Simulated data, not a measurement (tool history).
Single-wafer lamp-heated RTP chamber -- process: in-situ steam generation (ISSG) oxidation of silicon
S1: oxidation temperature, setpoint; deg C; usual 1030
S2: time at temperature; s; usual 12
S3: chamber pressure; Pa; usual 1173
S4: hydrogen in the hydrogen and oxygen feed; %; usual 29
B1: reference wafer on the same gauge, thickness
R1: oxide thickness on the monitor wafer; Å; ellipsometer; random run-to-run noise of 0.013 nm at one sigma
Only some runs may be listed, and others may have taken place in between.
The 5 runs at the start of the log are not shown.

{"run": 6, "hour": 363.2, "S1": 1030, "S2": 12, "S3": 1173, "S4": 29, "B1": 6.181, "R1": 59.39}
{"run": 7, "hour": 422.4, "S1": 1030, "S2": 12, "S3": 1173, "S4": 29, "B1": 6.178, "R1": 59.32}
{"run": 8, "hour": 615.9, "S1": 1030, "S2": 12, "S3": 1360, "S4": 29, "B1": 6.178, "R1": 57.66}
{"run": 9, "hour": 669.5, "S1": 1030, "S2": 12, "S3": 1333, "S4": 20, "B1": 6.179, "R1": 53.11}
{"run": 10, "hour": 772.9, "S1": 1030, "S2": 14, "S3": 1173, "S4": 26, "B1": 6.181, "R1": 62.01}
{"hour": 832.0, "done": "pyrometer window cleaned and pyrometer calibrated"}
{"run": 11, "hour": 970.9, "S1": 1011, "S2": 16, "S3": 1067, "S4": 23, "B1": 6.179, "R1": 58.02}
{"run": 12, "hour": 1066.1, "S1": 1044, "S2": 14, "S3": 1107, "S4": 22, "B1": 6.182, "R1": 62.95}
{"run": 13, "hour": 1135.9, "S1": 1036, "S2": 14, "S3": 1080, "S4": 32, "B1": 6.176, "R1": 67.07}
{"run": 14, "hour": 1202.0, "S1": 1047, "S2": 12, "S3": 987, "S4": 32, "B1": 6.177, "R1": 66.2}
{"run": 15, "hour": 1292.3, "S1": 1016, "S2": 14, "S3": 973, "S4": 22, "B1": 6.184, "R1": 55.77}
{"run": 16, "hour": 1343.4, "S1": 1030, "S2": 12, "S3": 1173, "S4": 29, "B1": 6.18, "R1": 58.86}
{"run": 17, "hour": 1381.3, "S1": 1030, "S2": 9, "S3": 1000, "S4": 22, "B1": 6.18, "R1": 48.38}
{"hour": 1434.1, "done": "gauge calibrated"}
{"run": 18, "hour": 1441.2, "S1": 1030, "S2": 15, "S3": 1173, "S4": 29, "B1": 6.183, "R1": 65.67}
{"run": 19, "hour": 1477.8, "S1": 1036, "S2": 8, "S3": 1267, "S4": 26, "B1": 6.183, "R1": 48.19}
{"run": 20, "hour": 1571.0, "S1": 1015, "S2": 12, "S3": 1173, "S4": 29, "B1": 6.183, "R1": 55.69}
{"hour": 1606.7, "done": "pressure gauge zeroed"}
{"hour": 1661.2, "done": "pyrometer window cleaned and pyrometer calibrated"}
{"run": 21, "hour": 1798.0, "S1": 1030, "S2": 7, "S3": 1173, "S4": 29, "B1": 6.179, "R1": 45.78}
{"run": 22, "hour": 1872.5, "S1": 1011, "S2": 14, "S3": 1080, "S4": 23, "B1": 6.181, "R1": 54.87}
{"hour": 1901.8, "done": "hydrogen flow controller replaced"}
{"run": 23, "hour": 1913.1, "S1": 1030, "S2": 12, "S3": 1173, "S4": 29, "B1": 6.174, "R1": 58.96}
{"run": 24, "hour": 1992.2, "S1": 1030, "S2": 12, "S3": 1080, "S4": 29, "B1": 6.178, "R1": 59.28}

Estimate the outcome of run 25 from the log above:
{"run": 25, "hour": 2058.6, "S1": 1035, "S2": 12, "S3": 1173, "S4": 32, "B1": "?", "R1": "?"}

B1: 6.18
R1: 61.84 Å
With no hidden state in the tool, this same run would have given R1 60.55 Å.

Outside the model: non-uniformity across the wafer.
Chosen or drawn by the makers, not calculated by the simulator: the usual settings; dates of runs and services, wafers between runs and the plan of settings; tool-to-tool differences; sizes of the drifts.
